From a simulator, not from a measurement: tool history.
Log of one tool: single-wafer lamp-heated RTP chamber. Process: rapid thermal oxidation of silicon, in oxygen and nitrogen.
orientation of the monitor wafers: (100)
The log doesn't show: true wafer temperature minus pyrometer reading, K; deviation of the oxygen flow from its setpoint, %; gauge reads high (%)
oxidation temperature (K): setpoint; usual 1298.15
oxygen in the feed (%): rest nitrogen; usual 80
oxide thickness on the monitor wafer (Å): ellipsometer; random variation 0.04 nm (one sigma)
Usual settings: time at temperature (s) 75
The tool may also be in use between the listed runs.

run	hour	oxidation temperature (K)	time at temperature (s)	oxygen in the feed (%)	wafers since the last listed run	wafers since the last pyrometer calibration	hours since the oxygen flow controller was replaced	hours since the gauge calibration	read-back reference wafer on the same gauge, thickness	oxide thickness on the monitor wafer (Å)
1	0	1298.15	46	80	0	1618	1879.9	1540.7	6.036	56.71
2	59.1	1298.15	46	80	437	2055	1939	1599.8	6.019	55.84
3	120.8	1298.15	46	80	456	2511	2000.7	1661.5	6.046	56.19
# hour 139.4: gauge calibrated
# hour 158: pyrometer window cleaned and pyrometer calibrated
4	162.5	1298.15	75	80	249	33	2042.4	23.1	6.017	69.29
5	228.8	1298.15	75	80	490	523	2108.7	89.4	6.046	70.1
6	279.2	1298.15	75	80	372	896	2159.1	139.8	6.02	69.94
7	345.8	1298.15	75	80	492	1388	2225.7	206.4	6.04	70.39
8	407.7	1308.15	75	80	457	1846	2287.6	268.3	6.051	74.72
9	445.2	1308.15	75	80	277	2123	2325.1	305.8	6.032	75.33
10	506.1	1308.15	75	80	450	2574	2386	366.7	6.027	74.61
11	547.1	1298.15	75	80	303	2877	2427	407.7	6.022	69.14
# hour 582.6: pyrometer window cleaned and pyrometer calibrated
12	615.2	1298.15	75	80	444	241	2495.1	475.8	6.041	69.97
13	642.4	1322.15	75	80	201	442	2522.3	503	6.032	82.93
14	675.2	1298.15	75	80	242	684	2555.1	535.8	6.032	70.91
# hour 713.1: oxygen flow controller replaced
15	714.2	1298.15	75	80	229	914	1.1	574.8	6.036	70.6
16	756.8	1298.15	63	80	315	1229	43.7	617.4	6.024	65.08
17	809.6	1298.15	63	80	390	1619	96.5	670.2	6.063	65.1
18	871.3	1298.15	75	80	456	2076	158.2	731.9	6.044	70.18
19	932.2	1281.15	39	88	450	2526	219.1	792.8	6.049	48.18
20	971.7	1309.15	75	67	292	2818	258.6	832.3	6.053	70.89
21	1043.6	1298.15	75	80	531	3350	330.5	904.2	6.03	69.84
# hour 1087.4: pyrometer window cleaned and pyrometer calibrated
22	1238.4	1277.15	62	69	1381	1116	525.3	1099	6.035	52.78
23	1304.9	1298.15	59	80	491	1608	591.8	1165.5	6.043	62.95
24	1338.3	1319.15	75	56	247	1855	625.2	1198.9	6.048	72.01
25	1373	1298.15	75	80	256	2112	659.9	1233.6	6.02	70.17
26	1402.9	1298.15	75	80	221	2333	689.8	1263.5	6.03	69.49
27	1444.8	1287.15	65	63	309	2643	731.7	1305.4	6.039	56.13
# hour 1502.7: pyrometer window cleaned and pyrometer calibrated
28	1503.2	1298.15	111	80	372	3	790.1	1363.8	6.04	83.49
# hour 1669.4: gauge calibrated
29	1706.1	1298.15	75	80	1500	1504	993	36.7	6.035	69.99
30	1762	1298.15	75	98	413	1917	1048.9	92.6	6.045	74.82
31	1812.1	1298.15	75	94	370	2288	1099	142.7	6.045	74.88
32	1849.9	1268.15	64	80	279	2568	1136.8	180.5	6.046	52.44
33	1879.1	1298.15	109	80	215	2784	1166	209.7	6.027	83.02
34	1915.7	1270.15	102	80	270	3054	1202.6	246.3	6.044	65.95
# hour 1948.2: pyrometer window cleaned and pyrometer calibrated
35	1948.7	1325.15	75	54	184	4	1235.6	279.3	6.034	73.31
36	2000.2	1298.15	105	96	380	384	1287.1	330.8	6.045	87.41
37	2203.7	1298.15	87	53	1505	1890	1490.6	534.3	6.033	64.19

How the hidden state differs across the entries between the runs, from the last listed run before each to the first after it:
Between runs 3 and 4: gauge calibrated (hour 139.4); pyrometer window cleaned and pyrometer calibrated (hour 158)
  no hidden state differs between the two runs
Between runs 11 and 12: pyrometer window cleaned and pyrometer calibrated (hour 582.6)
  no hidden state differs between the two runs
Between runs 14 and 15: oxygen flow controller replaced (hour 713.1)
  no hidden state differs between the two runs
Between runs 21 and 22: pyrometer window cleaned and pyrometer calibrated (hour 1087.4)
  no hidden state differs between the two runs
Between runs 27 and 28: pyrometer window cleaned and pyrometer calibrated (hour 1502.7)
  no hidden state differs between the two runs
Between runs 28 and 29: gauge calibrated (hour 1669.4)
  no hidden state differs between the two runs
Between runs 34 and 35: pyrometer window cleaned and pyrometer calibrated (hour 1948.2)
  no hidden state differs between the two runs
